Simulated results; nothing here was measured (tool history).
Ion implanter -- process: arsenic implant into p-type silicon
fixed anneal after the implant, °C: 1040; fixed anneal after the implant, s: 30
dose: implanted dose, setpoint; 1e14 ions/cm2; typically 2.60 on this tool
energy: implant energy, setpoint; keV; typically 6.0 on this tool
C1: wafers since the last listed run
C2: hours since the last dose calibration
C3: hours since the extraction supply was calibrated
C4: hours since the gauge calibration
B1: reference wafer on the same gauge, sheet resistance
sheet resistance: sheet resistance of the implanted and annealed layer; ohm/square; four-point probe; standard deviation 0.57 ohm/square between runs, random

Run 1, hour 0.0: usual settings but dose 2.81 1e14 ions/cm2; C1 0; C2 978.2; C3 2841.4; C4 125.8; B1 420.10. Result: sheet resistance 346.25 ohm/square.
At hour 0.4: gauge calibrated.
Run 2, hour 12.8: usual settings; C1 340; C2 991.0; C3 2854.2; C4 12.4; B1 419.88. Result: sheet resistance 370.10 ohm/square.
Run 3, hour 21.1: usual settings; C1 220; C2 999.3; C3 2862.5; C4 20.7; B1 420.17. Result: sheet resistance 369.62 ohm/square.
Run 4, hour 35.0: usual settings but energy 5.5 keV; C1 369; C2 1013.2; C3 2876.4; C4 34.6; B1 419.91. Result: sheet resistance 370.96 ohm/square.
Run 5, hour 41.4: usual settings but energy 5.5 keV; C1 170; C2 1019.6; C3 2882.8; C4 41.0; B1 420.17. Result: sheet resistance 370.71 ohm/square.
Run 6, hour 49.0: usual settings but energy 5.5 keV; C1 201; C2 1027.2; C3 2890.4; C4 48.6; B1 419.71. Result: sheet resistance 370.16 ohm/square.
Run 7, hour 58.0: usual settings but dose 3.01 1e14 ions/cm2; C1 239; C2 1036.2; C3 2899.4; C4 57.6; B1 420.01. Result: sheet resistance 327.48 ohm/square.
Run 8, hour 65.3: usual settings but dose 3.01 1e14 ions/cm2; C1 193; C2 1043.5; C3 2906.7; C4 64.9; B1 420.26. Result: sheet resistance 328.08 ohm/square.
Run 9, hour 97.8: usual settings; C1 863; C2 1076.0; C3 2939.2; C4 97.4; B1 419.85. Result: sheet resistance 368.16 ohm/square.
Run 10, hour 112.1: usual settings; C1 379; C2 1090.3; C3 2953.5; C4 111.7; B1 420.01. Result: sheet resistance 369.36 ohm/square.
Run 11, hour 121.2: usual settings but dose 2.89 1e14 ions/cm2, energy 5.0 keV; C1 241; C2 1099.4; C3 2962.6; C4 120.8; B1 419.79. Result: sheet resistance 340.27 ohm/square.
Run 12, hour 130.2: usual settings but dose 3.35 1e14 ions/cm2, energy 5.0 keV; C1 239; C2 1108.4; C3 2971.6; C4 129.8; B1 419.89. Result: sheet resistance 301.07 ohm/square.
At hour 136.8: gauge calibrated.
At hour 140.3: extraction supply calibrated.
Run 13, hour 147.9: usual settings but dose 2.85 1e14 ions/cm2, energy 6.5 keV; C1 257; C2 1126.1; C3 7.6; C4 11.1; B1 420.19. Result: sheet resistance 341.03 ohm/square.
Run 14, hour 156.3: usual settings but energy 7.5 keV; C1 223; C2 1134.5; C3 16.0; C4 19.5; B1 420.02. Result: sheet resistance 365.20 ohm/square.
At hour 177.6: Faraday cup replaced and dose calibrated.
Run 15, hour 178.1: usual settings but dose 3.09 1e14 ions/cm2, energy 8.0 keV; C1 366; C2 0.5; C3 37.8; C4 41.3; B1 420.11. Result: sheet resistance 329.31 ohm/square.
Run 16, hour 185.5: usual settings; C1 196; C2 7.9; C3 45.2; C4 48.7; B1 420.12. Result: sheet resistance 383.38 ohm/square.
Run 17, hour 199.5: usual settings; C1 371; C2 21.9; C3 59.2; C4 62.7; B1 420.11. Result: sheet resistance 383.46 ohm/square.
Run 18, hour 208.5: usual settings but dose 3.17 1e14 ions/cm2, energy 5.0 keV; C1 239; C2 30.9; C3 68.2; C4 71.7; B1 420.08. Result: sheet resistance 326.87 ohm/square.
Run 19, hour 217.7: usual settings but dose 2.94 1e14 ions/cm2, energy 4.5 keV; C1 244; C2 40.1; C3 77.4; C4 80.9; B1 420.26. Result: sheet resistance 349.12 ohm/square.
Run 20, hour 234.3: usual settings; C1 440; C2 56.7; C3 94.0; C4 97.5; B1 419.99. Result: sheet resistance 382.85 ohm/square.
Run 21, hour 275.9: usual settings but dose 1.93 1e14 ions/cm2, energy 5.5 keV; C1 1105; C2 98.3; C3 135.6; C4 139.1; B1 420.04. Result: sheet resistance 489.92 ohm/square.

5 options for the next run, each taken on its own from the tool as it stands now. Forecast them:
At hour 276.3: gauge calibrated.
Run A, hour 276.3: usual settings; C1 10; C2 98.7; C3 136.0; C4 0.0; B1 ?. Result: sheet resistance ?.
At hour 276.3: gauge calibrated.
Run B, hour 276.3: usual settings but dose 1.94 1e14 ions/cm2, energy 4.5 keV; C1 10; C2 98.7; C3 136.0; C4 0.0; B1 ?. Result: sheet resistance ?.
At hour 276.3: gauge calibrated.
Run C, hour 276.3: usual settings but energy 5.0 keV; C1 10; C2 98.7; C3 136.0; C4 0.0; B1 ?. Result: sheet resistance ?.
At hour 276.3: gauge calibrated.
Run D, hour 276.3: usual settings but dose 2.31 1e14 ions/cm2, energy 5.0 keV; C1 10; C2 98.7; C3 136.0; C4 0.0; B1 ?. Result: sheet resistance ?.
At hour 276.3: gauge calibrated.
Run E, hour 276.3: usual settings but dose 1.94 1e14 ions/cm2, energy 8.0 keV; C1 10; C2 98.7; C3 136.0; C4 0.0; B1 ?. Result: sheet resistance ?.

run      B1  sheet resistance
  A  420.02            383.33
  B  420.02            493.65
  C  420.02            385.74
  D  420.02            425.44
  E  420.02            479.70
Take away the tool's hidden state, keep each run's random variation, and the runs would have read:
run  sheet resistance
  A            383.72
  B            494.15
  C            386.13
  D            425.87
  E            480.18

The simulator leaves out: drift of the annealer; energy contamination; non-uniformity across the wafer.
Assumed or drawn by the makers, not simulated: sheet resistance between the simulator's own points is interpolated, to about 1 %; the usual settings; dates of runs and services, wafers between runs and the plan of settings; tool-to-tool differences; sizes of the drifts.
